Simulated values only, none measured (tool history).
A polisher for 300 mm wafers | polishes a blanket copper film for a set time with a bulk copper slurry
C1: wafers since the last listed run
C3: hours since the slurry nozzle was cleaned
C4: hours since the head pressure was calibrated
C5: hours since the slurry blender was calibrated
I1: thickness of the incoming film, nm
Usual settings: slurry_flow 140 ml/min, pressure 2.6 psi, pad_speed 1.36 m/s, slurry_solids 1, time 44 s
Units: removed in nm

Run 1, day 0: usual settings; C1 0; wafers polished on this pad 1272; C3 299.1; C4 95.4; C5 137.7; I1 3862.5. Result: removed 522.9 nm.
At day 0.525: slurry blender recalibrated.
At day 1.033: worn pad replaced by a new one.
Run 2, day 2.167: usual settings; C1 481; wafers polished on this pad 284; C3 351.1; C4 147.4; C5 39.4; I1 3918.5. Result: removed 526.4 nm.
Run 3, day 4.158: usual settings; C1 499; wafers polished on this pad 783; C3 398.9; C4 195.2; C5 87.2; I1 3952.7. Result: removed 537.3 nm.
At day 5.054: slurry nozzle cleaned.
Run 4, day 5.95: usual settings; C1 439; wafers polished on this pad 1223; C3 21.5; C4 238.2; C5 130.2; I1 3891.5. Result: removed 528.6 nm.
At day 6.85: worn pad replaced by a new one.
At day 7.262: slurry blender recalibrated.
Run 5, day 7.283: usual settings but slurry_flow 115 ml/min, pressure 2.8 psi; C1 271; wafers polished on this pad 87; C3 53.5; C4 270.2; C5 0.5; I1 3890.2. Result: removed 558 nm.
Run 6, day 8.442: usual settings but slurry_flow 115 ml/min, pressure 2.8 psi; C1 290; wafers polished on this pad 378; C3 81.3; C4 298; C5 28.3; I1 3879.8. Result: removed 552.7 nm.
Run 7, day 10.717: usual settings; C1 570; wafers polished on this pad 949; C3 135.9; C4 352.6; C5 82.9; I1 3900.7. Result: removed 527 nm.
Run 8, day 11.971: usual settings; C1 314; wafers polished on this pad 1263; C3 166; C4 382.7; C5 113; I1 3975.2. Result: removed 537.9 nm.
At day 13.121: head pressure recalibrated.
At day 13.742: worn pad replaced by a new one.
Run 9, day 13.771: usual settings but pressure 3 psi; C1 389; wafers polished on this pad 7; C3 209.2; C4 15.6; C5 156.2; I1 3850.4. Result: removed 613 nm.
At day 14.654: slurry blender recalibrated.
Run 10, day 16.379: usual settings; C1 633; wafers polished on this pad 640; C3 271.8; C4 78.2; C5 41.4; I1 3912.4. Result: removed 523.5 nm.
Run 11, day 18.462: usual settings but slurry_flow 110 ml/min, pad_speed 1.08 m/s, time 57 s; C1 522; wafers polished on this pad 1163; C3 321.8; C4 128.2; C5 91.4; I1 3851.9. Result: removed 526.6 nm.
At day 19.9: worn pad replaced by a new one.
Run 12, day 20.629: usual settings but pad_speed 1.24 m/s; C1 501; wafers polished on this pad 183; C3 373.8; C4 180.2; C5 143.4; I1 3992.2. Result: removed 484.4 nm.
At day 21.333: slurry blender recalibrated.
At day 22.712: slurry nozzle cleaned.
Run 13, day 23.321: usual settings but pad_speed 1.52 m/s; C1 644; wafers polished on this pad 827; C3 14.6; C4 244.8; C5 47.7; I1 3871.1. Result: removed 603.2 nm.
Run 14, day 26.075: usual settings but pressure 3.1 psi, pad_speed 1.24 m/s, slurry_solids 1.1; C1 691; wafers polished on this pad 1518; C3 80.7; C4 310.9; C5 113.8; I1 3838.6. Result: removed 596.9 nm.
At day 26.629: worn pad replaced by a new one.
Run 15, day 27.992: usual settings but pressure 3.1 psi, pad_speed 1.24 m/s, slurry_solids 1.1; C1 439; wafers polished on this pad 341; C3 126.7; C4 356.9; C5 159.8; I1 3892.9. Result: removed 601.9 nm.
At day 28.429: slurry blender recalibrated.
At day 28.883: head pressure recalibrated.
Run 16, day 29.529: usual settings; C1 344; wafers polished on this pad 686; C3 163.6; C4 15.5; C5 26.4; I1 3924.6. Result: removed 529.4 nm.
Run 17, day 32.229: usual settings but slurry_flow 155 ml/min, pad_speed 0.96 m/s, slurry_solids 1.1; C1 677; wafers polished on this pad 1363; C3 228.4; C4 80.3; C5 91.2; I1 3923.9. Result: removed 375.6 nm.
Run 18, day 33.267: usual settings but slurry_solids 0.8, time 33 s; C1 260; wafers polished on this pad 1624; C3 253.3; C4 105.2; C5 116.1; I1 3923.1. Result: removed 384 nm.

Forecast each of these 3 alternatives for the next run:
Run A, day 33.283: usual settings; C1 4; wafers polished on this pad 1628; C3 253.7; C4 105.6; C5 116.5; I1 3915. Result: removed ?.
Run B, day 33.283: usual settings but slurry_solids 1.1; C1 4; wafers polished on this pad 1628; C3 253.7; C4 105.6; C5 116.5; I1 3915. Result: removed ?.
Run C, day 33.283: usual settings but pad_speed 0.94 m/s; C1 4; wafers polished on this pad 1628; C3 253.7; C4 105.6; C5 116.5; I1 3915. Result: removed ?.

run  removed
  A    516.1
  B    523.6
  C    356.7
Without the tool's hidden state the same runs would have given:
run  removed
  A    515.2
  B    522.7
  C    356.1

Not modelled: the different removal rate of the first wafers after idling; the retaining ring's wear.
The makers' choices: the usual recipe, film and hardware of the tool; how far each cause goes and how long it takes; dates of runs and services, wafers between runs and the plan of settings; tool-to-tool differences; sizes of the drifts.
